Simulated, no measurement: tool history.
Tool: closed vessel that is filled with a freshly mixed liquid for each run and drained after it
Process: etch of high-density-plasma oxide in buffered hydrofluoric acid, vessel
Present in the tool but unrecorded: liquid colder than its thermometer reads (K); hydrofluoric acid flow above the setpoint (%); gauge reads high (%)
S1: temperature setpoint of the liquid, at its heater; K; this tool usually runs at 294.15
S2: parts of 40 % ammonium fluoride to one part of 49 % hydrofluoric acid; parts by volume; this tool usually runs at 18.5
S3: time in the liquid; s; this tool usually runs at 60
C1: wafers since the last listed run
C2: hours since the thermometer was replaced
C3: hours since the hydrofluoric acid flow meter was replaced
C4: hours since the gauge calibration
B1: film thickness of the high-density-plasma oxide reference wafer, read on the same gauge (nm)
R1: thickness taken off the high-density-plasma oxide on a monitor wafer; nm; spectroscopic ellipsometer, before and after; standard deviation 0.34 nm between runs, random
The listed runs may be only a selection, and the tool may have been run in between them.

{"run": 1, "hour": 0.0, "S1": 294.15, "S2": 18.5, "S3": 60, "C1": 0, "C2": 1552.8, "C3": 2222.3, "C4": 258.6, "B1": 110.02, "R1": 36.22}
{"run": 2, "hour": 8.5, "S1": 294.15, "S2": 18.5, "S3": 60, "C1": 744, "C2": 1561.3, "C3": 2230.8, "C4": 267.1, "B1": 109.98, "R1": 36.12}
{"hour": 20.9, "done": "gauge calibrated"}
{"run": 3, "hour": 40.4, "S1": 294.15, "S2": 18.5, "S3": 60, "C1": 2794, "C2": 1593.2, "C3": 2262.7, "C4": 19.5, "B1": 110.04, "R1": 35.82}
{"run": 4, "hour": 56.0, "S1": 294.15, "S2": 18.5, "S3": 60, "C1": 1366, "C2": 1608.8, "C3": 2278.3, "C4": 35.1, "B1": 110.0, "R1": 36.13}
{"run": 5, "hour": 66.2, "S1": 294.15, "S2": 18.5, "S3": 85, "C1": 893, "C2": 1619.0, "C3": 2288.5, "C4": 45.3, "B1": 110.03, "R1": 50.1}
{"run": 6, "hour": 78.2, "S1": 294.15, "S2": 18.5, "S3": 85, "C1": 1051, "C2": 1631.0, "C3": 2300.5, "C4": 57.3, "B1": 110.01, "R1": 50.76}
{"run": 7, "hour": 89.0, "S1": 294.15, "S2": 18.5, "S3": 85, "C1": 946, "C2": 1641.8, "C3": 2311.3, "C4": 68.1, "B1": 110.01, "R1": 50.7}
{"run": 8, "hour": 131.8, "S1": 294.15, "S2": 13.0, "S3": 60, "C1": 3749, "C2": 1684.6, "C3": 2354.1, "C4": 110.9, "B1": 110.0, "R1": 51.04}
{"run": 9, "hour": 139.0, "S1": 294.15, "S2": 13.0, "S3": 60, "C1": 630, "C2": 1691.8, "C3": 2361.3, "C4": 118.1, "B1": 109.94, "R1": 49.91}
{"run": 10, "hour": 171.1, "S1": 297.15, "S2": 18.5, "S3": 60, "C1": 2811, "C2": 1723.9, "C3": 2393.4, "C4": 150.2, "B1": 110.04, "R1": 42.15}
{"hour": 179.3, "done": "thermometer replaced"}
{"run": 11, "hour": 180.7, "S1": 297.15, "S2": 18.5, "S3": 60, "C1": 753, "C2": 1.4, "C3": 2403.0, "C4": 159.8, "B1": 110.04, "R1": 48.45}
{"run": 12, "hour": 191.3, "S1": 297.15, "S2": 18.5, "S3": 60, "C1": 928, "C2": 12.0, "C3": 2413.6, "C4": 170.4, "B1": 109.98, "R1": 48.39}
{"run": 13, "hour": 200.1, "S1": 294.15, "S2": 17.0, "S3": 60, "C1": 770, "C2": 20.8, "C3": 2422.4, "C4": 179.2, "B1": 110.02, "R1": 44.7}
{"hour": 210.3, "done": "hydrofluoric acid flow meter replaced"}
{"run": 14, "hour": 212.8, "S1": 291.65, "S2": 18.5, "S3": 60, "C1": 1024, "C2": 33.5, "C3": 2.5, "C4": 191.9, "B1": 110.04, "R1": 35.74}
{"run": 15, "hour": 224.3, "S1": 294.15, "S2": 23.5, "S3": 40, "C1": 1007, "C2": 45.0, "C3": 14.0, "C4": 203.4, "B1": 109.98, "R1": 22.79}
{"run": 16, "hour": 248.7, "S1": 292.15, "S2": 24.0, "S3": 30, "C1": 2137, "C2": 69.4, "C3": 38.4, "C4": 227.8, "B1": 110.03, "R1": 14.81}
{"run": 17, "hour": 256.3, "S1": 294.15, "S2": 18.5, "S3": 45, "C1": 665, "C2": 77.0, "C3": 46.0, "C4": 235.4, "B1": 109.98, "R1": 30.93}
{"run": 18, "hour": 300.3, "S1": 296.65, "S2": 13.0, "S3": 35, "C1": 3854, "C2": 121.0, "C3": 90.0, "C4": 279.4, "B1": 110.0, "R1": 39.14}
{"run": 19, "hour": 317.6, "S1": 294.15, "S2": 18.5, "S3": 60, "C1": 1515, "C2": 138.3, "C3": 107.3, "C4": 296.7, "B1": 110.02, "R1": 40.73}
{"run": 20, "hour": 329.8, "S1": 294.15, "S2": 18.5, "S3": 60, "C1": 1068, "C2": 150.5, "C3": 119.5, "C4": 308.9, "B1": 109.94, "R1": 40.73}
{"hour": 339.4, "done": "gauge calibrated"}
{"run": 21, "hour": 341.4, "S1": 294.15, "S2": 22.5, "S3": 60, "C1": 1016, "C2": 162.1, "C3": 131.1, "C4": 2.0, "B1": 110.04, "R1": 35.15}
{"run": 22, "hour": 351.3, "S1": 294.15, "S2": 18.5, "S3": 60, "C1": 867, "C2": 172.0, "C3": 141.0, "C4": 11.9, "B1": 109.98, "R1": 40.89}
{"run": 23, "hour": 358.3, "S1": 290.15, "S2": 16.0, "S3": 60, "C1": 613, "C2": 179.0, "C3": 148.0, "C4": 18.9, "B1": 110.01, "R1": 36.94}
{"run": 24, "hour": 367.8, "S1": 292.15, "S2": 20.5, "S3": 30, "C1": 832, "C2": 188.5, "C3": 157.5, "C4": 28.4, "B1": 110.01, "R1": 16.4}
{"run": 25, "hour": 381.1, "S1": 298.65, "S2": 26.0, "S3": 75, "C1": 1165, "C2": 201.8, "C3": 170.8, "C4": 41.7, "B1": 110.02, "R1": 50.96}
{"run": 26, "hour": 388.0, "S1": 294.15, "S2": 15.5, "S3": 60, "C1": 604, "C2": 208.7, "C3": 177.7, "C4": 48.6, "B1": 109.96, "R1": 48.64}
{"run": 27, "hour": 399.7, "S1": 294.15, "S2": 15.0, "S3": 60, "C1": 1024, "C2": 220.4, "C3": 189.4, "C4": 60.3, "B1": 110.04, "R1": 49.68}
{"run": 28, "hour": 408.0, "S1": 290.15, "S2": 18.5, "S3": 80, "C1": 727, "C2": 228.7, "C3": 197.7, "C4": 68.6, "B1": 110.05, "R1": 43.18}
{"run": 29, "hour": 435.5, "S1": 290.15, "S2": 21.5, "S3": 60, "C1": 2408, "C2": 256.2, "C3": 225.2, "C4": 96.1, "B1": 110.02, "R1": 28.18}

What if the next run were any one of these 4? Each begins from the tool's condition after run 29:
{"run": "A", "hour": 436.2, "S1": 294.15, "S2": 18.5, "S3": 40, "C1": 61, "C2": 256.9, "C3": 225.9, "C4": 96.8, "B1": "?", "R1": "?"}
{"run": "B", "hour": 436.2, "S1": 294.15, "S2": 12.0, "S3": 35, "C1": 61, "C2": 256.9, "C3": 225.9, "C4": 96.8, "B1": "?", "R1": "?"}
{"run": "C", "hour": 436.2, "S1": 296.15, "S2": 23.5, "S3": 60, "C1": 61, "C2": 256.9, "C3": 225.9, "C4": 96.8, "B1": "?", "R1": "?"}
{"run": "D", "hour": 436.2, "S1": 291.15, "S2": 24.0, "S3": 45, "C1": 61, "C2": 256.9, "C3": 225.9, "C4": 96.8, "B1": "?", "R1": "?"}

run=A B1=110.01 R1=26.59
run=B B1=110.01 R1=35.61
run=C B1=110.01 R1=36.94
run=D B1=110.01 R1=20.60
Had the tool no hidden state, the same runs would have come out as:
run=A R1=27.79
run=B R1=37.22
run=C R1=38.59
run=D R1=21.55
